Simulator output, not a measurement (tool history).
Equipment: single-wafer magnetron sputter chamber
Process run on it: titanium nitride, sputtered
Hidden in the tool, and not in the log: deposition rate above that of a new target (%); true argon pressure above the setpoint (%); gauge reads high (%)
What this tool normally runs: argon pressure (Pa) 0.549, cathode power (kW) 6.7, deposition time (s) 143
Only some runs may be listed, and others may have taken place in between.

run	hour	argon pressure (Pa)	cathode power (kW)	deposition time (s)	wafers since the last listed run	wafers on the sputter target	hours since the last manometer calibration	hours since the magnet pack was replaced	hours since the gauge calibration	read-back reference wafer on the same gauge, thickness_nm	mean film thickness on the monitor wafer (nm)
1	0	0.549	6.7	143	0	313	1527.8	12680.8	616.7	154.25	172.775
2	77	0.549	6.7	143	1121	1435	1604.8	12757.8	693.7	154.266	169.084
3	165.9	0.549	5.45	143	1294	2729	1693.7	12846.7	782.6	153.788	142.508
4	225	0.549	6.7	143	860	3590	1752.8	12905.8	841.7	153.858	168.424
5	289.8	0.632	6.7	134	943	4533	1817.6	12970.6	906.5	153.768	151.722
# hour 327.6: sputter target and shields replaced
6	328.4	0.632	6.7	134	445	11	1856.2	13009.2	945.1	153.712	158.35
# hour 363.2: gauge calibrated
7	368.2	0.549	7.1	143	579	590	1896	13049	5	154.082	180.191
8	411.8	0.549	6.7	135	634	1225	1939.6	13092.6	48.6	153.882	160.889
# hour 446.5: capacitance manometer re-zeroed and calibrated
9	451.2	0.399	6.7	143	457	1682	4.7	13132	88	153.769	174.697
10	491.1	0.549	6.7	143	580	2263	44.6	13171.9	127.9	154.028	160.407
11	574.8	0.732	7.2	153	1218	3482	128.3	13255.6	211.6	154.019	165.648
12	659.8	0.549	6.7	152	1237	4720	213.3	13340.6	296.6	154.151	170.594
# hour 680.9: sputter target and shields replaced
13	716.1	0.402	6.7	143	703	512	269.6	13396.9	352.9	153.977	178.011
# hour 757: magnet pack replaced
14	757.5	0.449	8.25	143	486	998	311	0.5	394.3	154.208	204.745
# hour 1037.8: sputter target and shields replaced
15	1068.1	0.549	6.7	143	4406	441	621.6	311.1	704.9	153.875	168.665

Alternative continuations, all from the tool just after run 15; predict every row:
A	1068.5	0.549	6.7	143	5	446	622	311.5	705.3	?	?
B	1068.5	0.655	6.7	163	5	446	622	311.5	705.3	?	?
C	1068.5	0.489	6.2	169	5	446	622	311.5	705.3	?	?
D	1068.5	0.61	5.45	143	5	446	622	311.5	705.3	?	?

run	read-back reference wafer on the same gauge, thickness_nm	mean film thickness on the monitor wafer (nm)
A	154.161	168.352
B	154.161	182.736
C	154.161	192.079
D	154.161	138.561
With no hidden state in the tool, these same runs would have given:
run	mean film thickness on the monitor wafer (nm)
A	166.487
B	179.545
C	190.671
D	136.511

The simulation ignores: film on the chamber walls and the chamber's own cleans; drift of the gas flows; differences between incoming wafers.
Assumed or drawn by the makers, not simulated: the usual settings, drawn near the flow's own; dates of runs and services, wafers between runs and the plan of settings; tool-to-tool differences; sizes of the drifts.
